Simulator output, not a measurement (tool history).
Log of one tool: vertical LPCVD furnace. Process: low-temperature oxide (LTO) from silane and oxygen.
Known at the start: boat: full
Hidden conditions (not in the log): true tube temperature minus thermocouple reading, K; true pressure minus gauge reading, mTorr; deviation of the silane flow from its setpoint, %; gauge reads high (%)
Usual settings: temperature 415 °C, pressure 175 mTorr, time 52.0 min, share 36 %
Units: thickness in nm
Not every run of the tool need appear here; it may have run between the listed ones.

run,hour,temperature,pressure,time,share,wafers since the last listed run,hours since the last temperature calibration,hours since the pressure gauge was zeroed,hours since the silane flow controller was replaced,hours since the gauge calibration,"read-back reference wafer on the same gauge, thickness",thickness
1,0.0,406,175,52.0,36,0,1652.2,400.3,3026.1,885.8,347.23,374.71
2,104.3,415,175,58.0,36,1609,1756.5,504.6,3130.4,990.1,346.89,462.10
3,149.6,415,175,59.0,36,699,1801.8,549.9,3175.7,1035.4,347.27,469.44
4,246.4,415,175,59.0,36,1493,1898.6,646.7,3272.5,1132.2,347.03,471.12
5,322.3,419,175,52.0,36,1171,1974.5,722.6,3348.4,1208.1,347.07,431.71
6,393.7,415,175,57.5,36,1101,2045.9,794.0,3419.8,1279.5,346.98,460.91
7,490.1,415,175,57.5,36,1487,2142.3,890.4,3516.2,1375.9,347.15,459.14
# hour 574.5: thermocouples replaced and temperature profile calibrated
8,575.0,415,175,57.5,36,939,0.5,975.3,3601.1,1460.8,347.11,463.41
# hour 639.8: gauge calibrated
9,660.2,415,175,63.5,36,1314,85.7,1060.5,3686.3,20.4,346.91,512.05
10,708.8,415,175,63.5,36,749,134.3,1109.1,3734.9,69.0,346.82,508.88
11,803.6,415,175,52.0,39,1462,229.1,1203.9,3829.7,163.8,347.36,465.77
12,853.6,415,175,52.0,38,771,279.1,1253.9,3879.7,213.8,346.69,450.45
13,931.4,415,175,57.5,36,1200,356.9,1331.7,3957.5,291.6,346.99,468.65
# hour 1020.8: pressure gauge zeroed
14,1033.8,415,200,52.0,36,1209,459.3,13.0,4059.9,394.0,346.83,490.28
15,1095.5,415,220,52.0,33,952,521.0,74.7,4121.6,455.7,347.06,476.52
# hour 1221.3: silane flow controller replaced
16,1311.0,415,175,52.0,36,2955,736.5,290.2,89.7,671.2,347.06,435.05
# hour 1430.2: pressure gauge zeroed, repeated, since the last time left the tool worse
17,1430.7,410,175,52.0,36,1476,856.2,0.5,209.4,790.9,346.98,392.69
18,1511.9,415,210,35.5,36,1253,937.4,81.7,290.6,872.1,346.98,339.16
19,1598.2,415,175,57.5,36,1331,1023.7,168.0,376.9,958.4,346.99,460.12
20,1712.4,415,175,61.0,36,1762,1137.9,282.2,491.1,1072.6,346.91,486.80
21,1783.3,410,210,33.5,31,1094,1208.8,353.1,562.0,1143.5,346.93,249.36
22,1844.1,426,150,71.5,39,938,1269.6,413.9,622.8,1204.3,347.17,609.53

What differs in the tool's unlogged condition from the final listed run ahead of each entry between runs to the first listed run following it?
Logged between run 7 and run 8: thermocouples replaced and temperature profile calibrated (hour 574.5)
  true pressure minus gauge reading, mTorr: 2.34 -> 2.63
  measured value less the no-hidden-state value, thickness: +6.05 -> +6.87 nm
Logged between run 8 and run 9: gauge calibrated (hour 639.8)
  true pressure minus gauge reading, mTorr: 2.63 -> 2.93
  measured value less the no-hidden-state value, thickness: +6.87 -> +8.44 nm
Logged between run 13 and run 14: pressure gauge zeroed (hour 1020.8)
  true pressure minus gauge reading, mTorr: 3.89 -> 8.36
  measured value less the no-hidden-state value, thickness: +10.19 -> +19.68 nm
Logged between run 15 and run 16: silane flow controller replaced (hour 1221.3)
  true pressure minus gauge reading, mTorr: 8.58 -> 9.34
  measured value less the no-hidden-state value, thickness: +17.89 -> +22.04 nm
Logged between run 16 and run 17: pressure gauge zeroed, repeated, since the last time left the tool worse (hour 1430.2)
  true pressure minus gauge reading, mTorr: 9.34 -> 1.3
  measured value less the no-hidden-state value, thickness: +22.04 -> +2.90 nm

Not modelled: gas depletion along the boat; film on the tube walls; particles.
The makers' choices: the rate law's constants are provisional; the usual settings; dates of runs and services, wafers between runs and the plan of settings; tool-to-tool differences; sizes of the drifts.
